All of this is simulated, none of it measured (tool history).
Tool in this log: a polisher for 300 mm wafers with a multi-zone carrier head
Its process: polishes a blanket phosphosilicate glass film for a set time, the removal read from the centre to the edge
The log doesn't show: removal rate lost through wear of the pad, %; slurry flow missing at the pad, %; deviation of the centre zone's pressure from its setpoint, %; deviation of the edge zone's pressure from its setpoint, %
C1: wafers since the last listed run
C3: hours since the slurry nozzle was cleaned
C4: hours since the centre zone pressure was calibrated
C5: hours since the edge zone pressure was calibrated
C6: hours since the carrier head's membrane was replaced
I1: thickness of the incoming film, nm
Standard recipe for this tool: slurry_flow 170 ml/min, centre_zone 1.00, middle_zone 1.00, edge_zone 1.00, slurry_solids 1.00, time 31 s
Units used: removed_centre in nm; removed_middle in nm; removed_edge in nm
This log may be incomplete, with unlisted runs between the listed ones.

run 1 hour=0.0 | slurry_flow=125 centre_zone=1.00 middle_zone=1.00 edge_zone=1.00 slurry_solids=1.00 time=31 | C1=0 wafers_polished_on_this_pad=5091 C3=333.3 C4=500.5 C5=89.6 C6=1120.1 | I1=4406.5 | removed_centre=230.7 removed_middle=246.7 removed_edge=248.6
run 2 hour=53.5 | slurry_flow=200 centre_zone=1.00 middle_zone=1.00 edge_zone=1.00 slurry_solids=1.00 time=27 | C1=782 wafers_polished_on_this_pad=5873 C3=386.8 C4=554.0 C5=143.1 C6=1173.6 | I1=4424.0 | removed_centre=212.6 removed_middle=224.9 removed_edge=227.2
run 3 hour=110.6 | slurry_flow=170 centre_zone=1.00 middle_zone=1.00 edge_zone=1.00 slurry_solids=1.00 time=31 | C1=834 wafers_polished_on_this_pad=6708 C3=443.9 C4=611.1 C5=200.2 C6=1230.7 | I1=4283.1 | removed_centre=237.5 removed_middle=253.9 removed_edge=254.7
-- hour=129.5 worn pad replaced by a new one
-- hour=164.6 slurry nozzle cleaned
run 4 hour=182.0 | slurry_flow=170 centre_zone=1.00 middle_zone=1.00 edge_zone=0.95 slurry_solids=1.00 time=31 | C1=970 wafers_polished_on_this_pad=752 C3=17.4 C4=682.5 C5=271.6 C6=1302.1 | I1=4354.1 | removed_centre=235.3 removed_middle=253.7 removed_edge=245.2
run 5 hour=209.0 | slurry_flow=170 centre_zone=1.00 middle_zone=1.00 edge_zone=1.00 slurry_solids=1.00 time=31 | C1=394 wafers_polished_on_this_pad=1147 C3=44.4 C4=709.5 C5=298.6 C6=1329.1 | I1=4337.4 | removed_centre=240.4 removed_middle=255.1 removed_edge=253.4
run 6 hour=269.0 | slurry_flow=170 centre_zone=1.00 middle_zone=1.00 edge_zone=1.00 slurry_solids=1.00 time=31 | C1=877 wafers_polished_on_this_pad=2024 C3=104.4 C4=769.5 C5=358.6 C6=1389.1 | I1=4366.3 | removed_centre=234.6 removed_middle=255.4 removed_edge=253.2
run 7 hour=293.7 | slurry_flow=170 centre_zone=1.00 middle_zone=1.00 edge_zone=1.00 slurry_solids=1.00 time=26 | C1=361 wafers_polished_on_this_pad=2386 C3=129.1 C4=794.2 C5=383.3 C6=1413.8 | I1=4448.2 | removed_centre=197.5 removed_middle=210.7 removed_edge=208.1
-- hour=366.5 carrier head's membrane replaced by a new one
run 8 hour=367.0 | slurry_flow=170 centre_zone=1.00 middle_zone=1.00 edge_zone=1.00 slurry_solids=1.00 time=31 | C1=998 wafers_polished_on_this_pad=3384 C3=202.4 C4=867.5 C5=456.6 C6=0.5 | I1=4358.5 | removed_centre=232.2 removed_middle=251.8 removed_edge=250.7
run 9 hour=430.0 | slurry_flow=115 centre_zone=1.00 middle_zone=1.07 edge_zone=1.00 slurry_solids=0.85 time=38 | C1=921 wafers_polished_on_this_pad=4305 C3=265.4 C4=930.5 C5=519.6 C6=63.5 | I1=4356.5 | removed_centre=259.7 removed_middle=296.0 removed_edge=287.3
-- hour=541.2 centre zone pressure recalibrated
run 10 hour=566.0 | slurry_flow=170 centre_zone=1.00 middle_zone=0.93 edge_zone=1.00 slurry_solids=0.75 time=31 | C1=1959 wafers_polished_on_this_pad=6264 C3=401.4 C4=24.8 C5=655.6 C6=199.5 | I1=4374.3 | removed_centre=232.9 removed_middle=228.3 removed_edge=231.6
-- hour=591.9 worn pad replaced by a new one
-- hour=598.8 slurry nozzle cleaned
run 11 hour=607.6 | slurry_flow=115 centre_zone=1.00 middle_zone=1.00 edge_zone=1.00 slurry_solids=0.80 time=31 | C1=535 wafers_polished_on_this_pad=214 C3=8.8 C4=66.4 C5=697.2 C6=241.1 | I1=4291.1 | removed_centre=223.7 removed_middle=229.4 removed_edge=224.8
run 12 hour=664.9 | slurry_flow=170 centre_zone=1.00 middle_zone=1.00 edge_zone=1.00 slurry_solids=1.25 time=31 | C1=837 wafers_polished_on_this_pad=1052 C3=66.1 C4=123.7 C5=754.5 C6=298.4 | I1=4344.6 | removed_centre=265.5 removed_middle=276.2 removed_edge=273.5
run 13 hour=701.8 | slurry_flow=170 centre_zone=1.00 middle_zone=1.00 edge_zone=1.00 slurry_solids=1.00 time=31 | C1=539 wafers_polished_on_this_pad=1591 C3=103.0 C4=160.6 C5=791.4 C6=335.3 | I1=4338.5 | removed_centre=247.4 removed_middle=254.3 removed_edge=253.0
run 14 hour=745.9 | slurry_flow=170 centre_zone=1.00 middle_zone=1.00 edge_zone=1.00 slurry_solids=1.00 time=31 | C1=644 wafers_polished_on_this_pad=2236 C3=147.1 C4=204.7 C5=835.5 C6=379.4 | I1=4349.8 | removed_centre=244.3 removed_middle=253.2 removed_edge=246.8
-- hour=804.2 edge zone pressure recalibrated
run 15 hour=811.2 | slurry_flow=170 centre_zone=0.94 middle_zone=0.95 edge_zone=1.00 slurry_solids=1.00 time=31 | C1=925 wafers_polished_on_this_pad=3161 C3=212.4 C4=270.0 C5=7.0 C6=444.7 | I1=4309.6 | removed_centre=224.6 removed_middle=249.0 removed_edge=252.8
run 16 hour=840.1 | slurry_flow=125 centre_zone=1.00 middle_zone=1.00 edge_zone=1.00 slurry_solids=1.15 time=38 | C1=422 wafers_polished_on_this_pad=3584 C3=241.3 C4=298.9 C5=35.9 C6=473.6 | I1=4331.2 | removed_centre=298.2 removed_middle=318.2 removed_edge=314.0
run 17 hour=905.9 | slurry_flow=215 centre_zone=0.92 middle_zone=1.00 edge_zone=0.92 slurry_solids=1.00 time=23 | C1=962 wafers_polished_on_this_pad=4546 C3=307.1 C4=364.7 C5=101.7 C6=539.4 | I1=4387.3 | removed_centre=166.8 removed_middle=194.8 removed_edge=185.9
run 18 hour=957.0 | slurry_flow=170 centre_zone=1.00 middle_zone=1.00 edge_zone=0.90 slurry_solids=1.00 time=26 | C1=747 wafers_polished_on_this_pad=5293 C3=358.2 C4=415.8 C5=152.8 C6=590.5 | I1=4341.3 | removed_centre=201.0 removed_middle=215.6 removed_edge=200.2
run 19 hour=1015.7 | slurry_flow=150 centre_zone=1.00 middle_zone=1.00 edge_zone=1.00 slurry_solids=1.00 time=31 | C1=858 wafers_polished_on_this_pad=6151 C3=416.9 C4=474.5 C5=211.5 C6=649.2 | I1=4339.9 | removed_centre=229.2 removed_middle=250.3 removed_edge=251.1
run 20 hour=1052.2 | slurry_flow=170 centre_zone=1.00 middle_zone=1.00 edge_zone=1.00 slurry_solids=1.00 time=31 | C1=533 wafers_polished_on_this_pad=6685 C3=453.4 C4=511.0 C5=248.0 C6=685.7 | I1=4406.5 | removed_centre=238.2 removed_middle=252.0 removed_edge=260.8
-- hour=1065.6 slurry nozzle cleaned
-- hour=1098.6 worn pad replaced by a new one
run 21 hour=1103.9 | slurry_flow=170 centre_zone=1.00 middle_zone=1.00 edge_zone=1.00 slurry_solids=1.00 time=36 | C1=682 wafers_polished_on_this_pad=76 C3=38.3 C4=562.7 C5=299.7 C6=737.4 | I1=4285.2 | removed_centre=271.0 removed_middle=294.9 removed_edge=294.4
run 22 hour=1169.3 | slurry_flow=170 centre_zone=1.00 middle_zone=1.06 edge_zone=1.00 slurry_solids=0.80 time=31 | C1=956 wafers_polished_on_this_pad=1033 C3=103.7 C4=628.1 C5=365.1 C6=802.8 | I1=4392.5 | removed_centre=220.9 removed_middle=245.0 removed_edge=236.3

List, for all runs, the conditions of the tool that the log does not record:
removal rate lost through wear of the pad, %: 0, the same for each run
slurry flow missing at the pad, %: 0, the same for each run
deviation of the edge zone's pressure from its setpoint, %: 0, the same for each run
H1: deviation of the centre zone's pressure from its setpoint, %
run=1 H1=-7.46
run=2 H1=-7.77
run=3 H1=-8.05
run=4 H1=-8.35
run=5 H1=-8.44
run=6 H1=-8.63
run=7 H1=-8.7
run=8 H1=-8.88
run=9 H1=-9
run=10 H1=-1.6
run=11 H1=-2.6
run=12 H1=-3.79
run=13 H1=-4.46
run=14 H1=-5.17
run=15 H1=-6.07
run=16 H1=-6.41
run=17 H1=-7.1
run=18 H1=-7.55
run=19 H1=-7.98
run=20 H1=-8.22
run=21 H1=-8.52
run=22 H1=-8.83
